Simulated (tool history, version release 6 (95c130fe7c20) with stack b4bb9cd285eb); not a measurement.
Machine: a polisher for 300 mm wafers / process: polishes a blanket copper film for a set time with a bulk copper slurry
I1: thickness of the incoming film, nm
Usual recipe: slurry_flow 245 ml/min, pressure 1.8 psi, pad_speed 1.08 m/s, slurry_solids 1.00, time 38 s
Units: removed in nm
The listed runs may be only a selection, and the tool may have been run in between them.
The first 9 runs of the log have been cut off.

{"run": 10, "hour": 549.2, "slurry_flow": 245, "pressure": 1.2, "pad_speed": 0.82, "slurry_solids": 1.0, "time": 27, "I1": 2832.1, "removed": 90.4}
{"run": 11, "hour": 651.8, "slurry_flow": 245, "pressure": 1.8, "pad_speed": 1.08, "slurry_solids": 0.9, "time": 47, "I1": 2848.5, "removed": 275.1}
{"run": 12, "hour": 713.9, "slurry_flow": 220, "pressure": 2.4, "pad_speed": 1.08, "slurry_solids": 1.0, "time": 38, "I1": 2914.5, "removed": 289.7}
{"run": 13, "hour": 778.6, "slurry_flow": 245, "pressure": 2.0, "pad_speed": 0.74, "slurry_solids": 1.0, "time": 38, "I1": 2904.2, "removed": 180.3}
{"hour": 788.5, "done": "worn pad replaced by a new one"}
{"hour": 797.2, "done": "slurry blender recalibrated"}
{"hour": 836.2, "done": "slurry nozzle cleaned"}
{"run": 14, "hour": 860.2, "slurry_flow": 245, "pressure": 2.0, "pad_speed": 1.08, "slurry_solids": 1.0, "time": 38, "I1": 2887.0, "removed": 270.9}
{"run": 15, "hour": 919.2, "slurry_flow": 245, "pressure": 1.8, "pad_speed": 0.76, "slurry_solids": 1.25, "time": 46, "I1": 2876.4, "removed": 243.4}
{"hour": 1006.1, "done": "head pressure recalibrated"}
{"run": 16, "hour": 1007.0, "slurry_flow": 300, "pressure": 1.8, "pad_speed": 1.08, "slurry_solids": 1.0, "time": 27, "I1": 2870.0, "removed": 174.0}
{"run": 17, "hour": 1065.4, "slurry_flow": 245, "pressure": 1.8, "pad_speed": 1.4, "slurry_solids": 1.0, "time": 42, "I1": 2881.0, "removed": 323.8}
{"run": 18, "hour": 1133.6, "slurry_flow": 170, "pressure": 2.0, "pad_speed": 1.08, "slurry_solids": 1.2, "time": 34, "I1": 2862.8, "removed": 240.4}
{"run": 19, "hour": 1235.7, "slurry_flow": 245, "pressure": 1.8, "pad_speed": 1.08, "slurry_solids": 0.85, "time": 38, "I1": 2886.2, "removed": 221.5}
{"run": 20, "hour": 1311.1, "slurry_flow": 245, "pressure": 1.8, "pad_speed": 0.82, "slurry_solids": 1.0, "time": 26, "I1": 2879.0, "removed": 125.2}
{"run": 21, "hour": 1359.7, "slurry_flow": 245, "pressure": 1.8, "pad_speed": 0.96, "slurry_solids": 1.0, "time": 38, "I1": 2845.7, "removed": 206.7}
{"hour": 1416.5, "done": "worn pad replaced by a new one"}
{"run": 22, "hour": 1462.8, "slurry_flow": 205, "pressure": 1.8, "pad_speed": 1.18, "slurry_solids": 1.0, "time": 32, "I1": 2910.2, "removed": 216.2}
{"hour": 1587.5, "done": "slurry blender recalibrated"}
{"hour": 1608.1, "done": "slurry nozzle cleaned"}
{"hour": 1678.6, "done": "head pressure recalibrated"}
{"run": 23, "hour": 1714.9, "slurry_flow": 205, "pressure": 1.5, "pad_speed": 1.08, "slurry_solids": 1.0, "time": 38, "I1": 2902.5, "removed": 189.9}
{"run": 24, "hour": 1784.6, "slurry_flow": 245, "pressure": 1.8, "pad_speed": 1.34, "slurry_solids": 1.0, "time": 38, "I1": 2922.6, "removed": 278.0}
{"run": 25, "hour": 1867.3, "slurry_flow": 245, "pressure": 1.8, "pad_speed": 1.08, "slurry_solids": 1.15, "time": 38, "I1": 2929.5, "removed": 241.5}
{"run": 26, "hour": 1934.7, "slurry_flow": 245, "pressure": 1.8, "pad_speed": 1.08, "slurry_solids": 1.0, "time": 38, "I1": 2938.4, "removed": 229.6}
{"run": 27, "hour": 2023.8, "slurry_flow": 245, "pressure": 1.8, "pad_speed": 1.22, "slurry_solids": 1.1, "time": 44, "I1": 2886.5, "removed": 286.4}
{"run": 28, "hour": 2067.3, "slurry_flow": 245, "pressure": 1.8, "pad_speed": 1.08, "slurry_solids": 1.0, "time": 38, "I1": 2832.2, "removed": 220.1}
{"run": 29, "hour": 2131.4, "slurry_flow": 245, "pressure": 1.8, "pad_speed": 1.08, "slurry_solids": 1.0, "time": 38, "I1": 2864.1, "removed": 213.3}
{"hour": 2152.3, "done": "worn pad replaced by a new one"}
{"run": 30, "hour": 2180.6, "slurry_flow": 245, "pressure": 1.8, "pad_speed": 1.4, "slurry_solids": 1.0, "time": 38, "I1": 2848.0, "removed": 298.3}

Consider 4 possible next runs. They are alternatives, not a sequence: every one starts from the tool as it was left by run 30. What does each give?
{"run": "A", "hour": 2181.0, "slurry_flow": 245, "pressure": 1.8, "pad_speed": 1.08, "slurry_solids": 1.25, "time": 38, "I1": 2869.5, "removed": "?"}
{"run": "B", "hour": 2181.0, "slurry_flow": 270, "pressure": 1.8, "pad_speed": 0.78, "slurry_solids": 1.0, "time": 38, "I1": 2869.5, "removed": "?"}
{"run": "C", "hour": 2181.0, "slurry_flow": 310, "pressure": 1.6, "pad_speed": 1.08, "slurry_solids": 1.2, "time": 47, "I1": 2869.5, "removed": "?"}
{"run": "D", "hour": 2181.0, "slurry_flow": 245, "pressure": 1.3, "pad_speed": 1.08, "slurry_solids": 1.0, "time": 38, "I1": 2869.5, "removed": "?"}

run=A removed=259.4
run=B removed=193.8
run=C removed=286.8
run=D removed=176.3
Take away the tool's hidden state, keep each run's random variation, and the runs would have read:
run=A removed=261.4
run=B removed=195.3
run=C removed=289.0
run=D removed=177.7
